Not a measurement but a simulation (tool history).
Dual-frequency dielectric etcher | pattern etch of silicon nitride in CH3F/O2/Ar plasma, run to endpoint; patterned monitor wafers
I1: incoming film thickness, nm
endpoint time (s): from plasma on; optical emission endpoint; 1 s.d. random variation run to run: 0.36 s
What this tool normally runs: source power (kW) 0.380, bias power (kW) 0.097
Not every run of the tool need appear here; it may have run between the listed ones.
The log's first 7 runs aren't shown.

run 8 hour=82.2 | source_power_(kW)=0.380 bias_power_(kW)=0.109 | I1=38.61 | endpoint_time_(s)=47.1
run 9 hour=92.3 | source_power_(kW)=0.310 bias_power_(kW)=0.097 | I1=38.20 | endpoint_time_(s)=52.8
run 10 hour=105.8 | source_power_(kW)=0.310 bias_power_(kW)=0.097 | I1=38.64 | endpoint_time_(s)=53.4
run 11 hour=117.1 | source_power_(kW)=0.310 bias_power_(kW)=0.097 | I1=38.28 | endpoint_time_(s)=54.1
run 12 hour=142.5 | source_power_(kW)=0.380 bias_power_(kW)=0.097 | I1=38.41 | endpoint_time_(s)=49.6
-- hour=173.5 wet clean of the chamber
-- hour=176.2 bias power generator calibrated
-- hour=176.4 source power generator calibrated
run 13 hour=176.9 | source_power_(kW)=0.380 bias_power_(kW)=0.097 | I1=38.43 | endpoint_time_(s)=52.0
run 14 hour=177.3 | source_power_(kW)=0.380 bias_power_(kW)=0.097 | I1=38.41 | endpoint_time_(s)=52.1
run 15 hour=180.8 | source_power_(kW)=0.380 bias_power_(kW)=0.097 | I1=38.61 | endpoint_time_(s)=51.7
run 16 hour=196.6 | source_power_(kW)=0.460 bias_power_(kW)=0.083 | I1=38.24 | endpoint_time_(s)=52.8
run 17 hour=208.1 | source_power_(kW)=0.420 bias_power_(kW)=0.084 | I1=38.71 | endpoint_time_(s)=54.8
-- hour=236.2 wet clean of the chamber, repeated, since the last time left the tool worse
-- hour=246.8 upper electrode replaced
run 18 hour=247.3 | source_power_(kW)=0.380 bias_power_(kW)=0.097 | I1=38.70 | endpoint_time_(s)=48.3
run 19 hour=247.7 | source_power_(kW)=0.330 bias_power_(kW)=0.091 | I1=38.29 | endpoint_time_(s)=52.7
run 20 hour=248.0 | source_power_(kW)=0.410 bias_power_(kW)=0.114 | I1=38.37 | endpoint_time_(s)=43.4
run 21 hour=253.0 | source_power_(kW)=0.380 bias_power_(kW)=0.097 | I1=38.97 | endpoint_time_(s)=49.7
run 22 hour=268.9 | source_power_(kW)=0.470 bias_power_(kW)=0.107 | I1=38.43 | endpoint_time_(s)=42.9
run 23 hour=279.7 | source_power_(kW)=0.480 bias_power_(kW)=0.084 | I1=38.31 | endpoint_time_(s)=48.7
run 24 hour=297.2 | source_power_(kW)=0.470 bias_power_(kW)=0.089 | I1=38.40 | endpoint_time_(s)=47.3
run 25 hour=323.2 | source_power_(kW)=0.330 bias_power_(kW)=0.081 | I1=38.04 | endpoint_time_(s)=56.6
run 26 hour=336.6 | source_power_(kW)=0.380 bias_power_(kW)=0.097 | I1=38.48 | endpoint_time_(s)=49.4
run 27 hour=346.5 | source_power_(kW)=0.380 bias_power_(kW)=0.097 | I1=38.59 | endpoint_time_(s)=49.5
run 28 hour=384.4 | source_power_(kW)=0.440 bias_power_(kW)=0.120 | I1=38.55 | endpoint_time_(s)=41.6
run 29 hour=391.8 | source_power_(kW)=0.350 bias_power_(kW)=0.103 | I1=38.35 | endpoint_time_(s)=49.3
run 30 hour=404.1 | source_power_(kW)=0.430 bias_power_(kW)=0.109 | I1=38.72 | endpoint_time_(s)=45.0

What if the next run were any one of these 3? Each begins from the tool's condition after run 30:
run A hour=404.5 | source_power_(kW)=0.380 bias_power_(kW)=0.097 | I1=38.55 | endpoint_time_(s)=?
run B hour=404.5 | source_power_(kW)=0.470 bias_power_(kW)=0.097 | I1=38.55 | endpoint_time_(s)=?
run C hour=404.5 | source_power_(kW)=0.480 bias_power_(kW)=0.105 | I1=38.55 | endpoint_time_(s)=?

run=A endpoint_time_(s)=49.4
run=B endpoint_time_(s)=45.9
run=C endpoint_time_(s)=43.7
Without the tool's unlogged condition, the same runs would have read:
run=A endpoint_time_(s)=48.5
run=B endpoint_time_(s)=45.1
run=C endpoint_time_(s)=42.9

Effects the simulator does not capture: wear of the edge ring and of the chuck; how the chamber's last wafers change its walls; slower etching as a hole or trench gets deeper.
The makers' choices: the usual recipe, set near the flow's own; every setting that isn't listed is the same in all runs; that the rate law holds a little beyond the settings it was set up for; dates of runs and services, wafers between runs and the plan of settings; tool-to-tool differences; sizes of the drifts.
